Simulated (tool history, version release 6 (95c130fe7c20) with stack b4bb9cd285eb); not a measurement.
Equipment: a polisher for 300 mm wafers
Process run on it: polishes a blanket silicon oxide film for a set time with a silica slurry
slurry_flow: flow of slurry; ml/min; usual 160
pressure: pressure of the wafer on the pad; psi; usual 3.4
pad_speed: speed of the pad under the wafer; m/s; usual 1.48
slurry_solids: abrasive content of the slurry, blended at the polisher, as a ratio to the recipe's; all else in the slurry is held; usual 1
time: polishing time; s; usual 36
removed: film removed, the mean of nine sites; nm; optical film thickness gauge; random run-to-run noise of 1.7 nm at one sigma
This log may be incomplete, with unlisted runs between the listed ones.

| run | hour | slurry_flow | pressure | pad_speed | slurry_solids | time | wafers since the last listed run | wafers polished on this pad | hours since the slurry nozzle was cleaned | hours since the head pressure was calibrated | hours since the slurry blender was calibrated | hours since the conditioning disc was replaced | incoming thickness of the incoming film, nm | removed |
|---|---|---|---|---|---|---|---|---|---|---|---|---|---|---|
| 1 | 0 | 160 | 3.4 | 1.48 | 1 | 36 | 0 | 83 | 742.3 | 1181.5 | 271.4 | 85.7 | 1131.6 | 128.2 |
| 2 | 17.4 | 160 | 3.4 | 1.48 | 1 | 36 | 214 | 298 | 759.7 | 1198.9 | 288.8 | 103.1 | 1161.7 | 123 |
| 3 | 24.6 | 160 | 3.4 | 1.48 | 1 | 36 | 88 | 387 | 766.9 | 1206.1 | 296 | 110.3 | 1142.9 | 123 |
| 4 | 34.7 | 160 | 3.4 | 1.48 | 1 | 36 | 124 | 511 | 777 | 1216.2 | 306.1 | 120.4 | 1139.1 | 120.8 |
| 5 | 52 | 160 | 3.4 | 1.48 | 1 | 36 | 213 | 724 | 794.3 | 1233.5 | 323.4 | 137.7 | 1152.5 | 120.6 |
| 6 | 68.5 | 160 | 3.4 | 1.48 | 1 | 36 | 203 | 928 | 810.8 | 1250 | 339.9 | 154.2 | 1149.8 | 119.7 |
| 7 | 75.4 | 160 | 3.4 | 1.48 | 1 | 36 | 85 | 1013 | 817.7 | 1256.9 | 346.8 | 161.1 | 1129.2 | 118.6 |
|  | 84.4 | worn pad replaced by a new one |
| 8 | 86.1 | 160 | 3.4 | 1.48 | 1 | 36 | 82 | 20 | 828.4 | 1267.6 | 357.5 | 171.8 | 1137.1 | 129.2 |
| 9 | 98.8 | 160 | 3.4 | 1.48 | 1 | 36 | 156 | 177 | 841.1 | 1280.3 | 370.2 | 184.5 | 1128.7 | 124.1 |
| 10 | 107.6 | 160 | 3.4 | 1.48 | 1 | 36 | 108 | 285 | 849.9 | 1289.1 | 379 | 193.3 | 1136.2 | 119.1 |
| 11 | 125.2 | 160 | 3.4 | 1.48 | 1 | 36 | 216 | 502 | 867.5 | 1306.7 | 396.6 | 210.9 | 1138.2 | 116.4 |
|  | 128.5 | conditioning disc replaced and pad reconditioned |
| 12 | 136.8 | 115 | 3.4 | 1.48 | 1.1 | 36 | 118 | 620 | 879.1 | 1318.3 | 408.2 | 8.3 | 1125.1 | 117.3 |
| 13 | 147.3 | 160 | 3.4 | 1.48 | 1 | 36 | 129 | 750 | 889.6 | 1328.8 | 418.7 | 18.8 | 1135.1 | 116 |
| 14 | 153.5 | 160 | 3.7 | 1.48 | 1.3 | 36 | 76 | 826 | 895.8 | 1335 | 424.9 | 25 | 1139.2 | 141.9 |
| 15 | 165.8 | 160 | 3.4 | 1.48 | 0.85 | 24 | 151 | 978 | 908.1 | 1347.3 | 437.2 | 37.3 | 1155.4 | 70.1 |
|  | 172.3 | slurry nozzle cleaned |
|  | 175.6 | slurry blender recalibrated |
|  | 177.6 | worn pad replaced by a new one, of another model than before |
| 16 | 178.1 | 160 | 3 | 1.76 | 1 | 40 | 90 | 6 | 5.8 | 1359.6 | 2.5 | 49.6 | 1145.3 | 156 |
|  | 184 | head pressure recalibrated |
| 17 | 188.2 | 160 | 3.4 | 1.48 | 1 | 36 | 99 | 106 | 15.9 | 4.2 | 12.6 | 59.7 | 1160.9 | 124.5 |
| 18 | 195.1 | 160 | 3.4 | 1.48 | 1 | 36 | 85 | 191 | 22.8 | 11.1 | 19.5 | 66.6 | 1146.6 | 125.6 |
| 19 | 211.2 | 110 | 3.4 | 1.48 | 1 | 44 | 198 | 389 | 38.9 | 27.2 | 35.6 | 82.7 | 1136 | 142.9 |
| 20 | 218.1 | 145 | 3 | 1.48 | 1 | 36 | 85 | 475 | 45.8 | 34.1 | 42.5 | 89.6 | 1124.1 | 112.3 |
| 21 | 235.3 | 160 | 2.4 | 1.74 | 1 | 40 | 211 | 687 | 63 | 51.3 | 59.7 | 106.8 | 1139.6 | 129.1 |
| 22 | 244.6 | 160 | 2.9 | 1.48 | 1 | 36 | 114 | 801 | 72.3 | 60.6 | 69 | 116.1 | 1127.2 | 108.1 |
| 23 | 256.6 | 160 | 3.4 | 1.48 | 1 | 36 | 147 | 949 | 84.3 | 72.6 | 81 | 128.1 | 1150.5 | 117.2 |
|  | 272.1 | worn pad replaced by a new one |
| 24 | 272.5 | 210 | 3.4 | 1.22 | 1.25 | 40 | 146 | 4 | 100.2 | 88.5 | 96.9 | 144 | 1149.8 | 136.9 |
| 25 | 286.4 | 160 | 3.4 | 1.48 | 1 | 36 | 171 | 176 | 114.1 | 102.4 | 110.8 | 157.9 | 1140.3 | 125.7 |

Consider 4 possible next runs. They are alternatives, not a sequence: every one starts from the tool as it was left by run 25. What does each give?
| A | 286.8 | 160 | 3.4 | 1.48 | 1 | 36 | 4 | 181 | 114.5 | 102.8 | 111.2 | 158.3 | 1150.8 | ? |
| B | 286.8 | 160 | 3.4 | 1.48 | 1 | 41 | 4 | 181 | 114.5 | 102.8 | 111.2 | 158.3 | 1150.8 | ? |
| C | 286.8 | 160 | 3.4 | 1.48 | 0.9 | 36 | 4 | 181 | 114.5 | 102.8 | 111.2 | 158.3 | 1150.8 | ? |
| D | 286.8 | 205 | 3.4 | 1.48 | 1 | 26 | 4 | 181 | 114.5 | 102.8 | 111.2 | 158.3 | 1150.8 | ? |

| run | removed |
|---|---|
| A | 126.5 |
| B | 144 |
| C | 120.1 |
| D | 93.5 |
What these runs would have given with no unlogged condition in the tool:
| run | removed |
|---|---|
| A | 131.7 |
| B | 150 |
| C | 125.1 |
| D | 97.3 |
